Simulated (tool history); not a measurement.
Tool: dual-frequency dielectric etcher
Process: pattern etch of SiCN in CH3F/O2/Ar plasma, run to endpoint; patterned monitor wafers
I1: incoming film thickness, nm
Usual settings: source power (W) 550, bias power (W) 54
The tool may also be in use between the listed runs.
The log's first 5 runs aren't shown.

Run 6, hour 59.0: usual settings but bias power (W) 61; I1 10.67. Result: endpoint time (s) 24.2.
Run 7, hour 74.4: usual settings; I1 10.55. Result: endpoint time (s) 25.2.
Run 8, hour 80.7: usual settings; I1 10.64. Result: endpoint time (s) 25.0.
Run 9, hour 97.0: usual settings; I1 10.65. Result: endpoint time (s) 25.5.
At hour 112.5: source power generator calibrated.
At hour 132.0: upper electrode replaced.
Run 10, hour 132.5: usual settings; I1 10.77. Result: endpoint time (s) 24.9.
Run 11, hour 132.8: usual settings; I1 10.69. Result: endpoint time (s) 25.4.
Run 12, hour 143.4: usual settings; I1 10.83. Result: endpoint time (s) 25.7.
Run 13, hour 158.5: usual settings; I1 10.69. Result: endpoint time (s) 25.1.
At hour 196.8: wet clean of the chamber.
Run 14, hour 197.3: usual settings; I1 10.57. Result: endpoint time (s) 25.9.
Run 15, hour 197.7: usual settings; I1 10.67. Result: endpoint time (s) 26.0.
Run 16, hour 201.5: usual settings but source power (W) 490; I1 10.84. Result: endpoint time (s) 28.7.
Run 17, hour 219.5: usual settings but source power (W) 630, bias power (W) 43; I1 10.76. Result: endpoint time (s) 26.3.
At hour 233.9: bias power generator calibrated.
Run 18, hour 234.4: usual settings but source power (W) 510, bias power (W) 61; I1 10.77. Result: endpoint time (s) 26.0.
Run 19, hour 245.3: usual settings but source power (W) 650, bias power (W) 68; I1 10.72. Result: endpoint time (s) 22.3.
Run 20, hour 254.2: usual settings but source power (W) 670, bias power (W) 45; I1 10.75. Result: endpoint time (s) 25.3.
Run 21, hour 269.7: usual settings; I1 10.63. Result: endpoint time (s) 25.7.
Run 22, hour 286.1: usual settings but source power (W) 640, bias power (W) 41; I1 10.72. Result: endpoint time (s) 26.7.
Run 23, hour 296.8: usual settings; I1 10.69. Result: endpoint time (s) 25.8.

The next listed run, before its measurement:
Run 24, hour 313.3: usual settings; I1 10.74. Result: endpoint time (s) ?.

Run 24 gave endpoint time (s) 26.3.
Without the tool's hidden state the same run would have given endpoint time (s) 26.7.
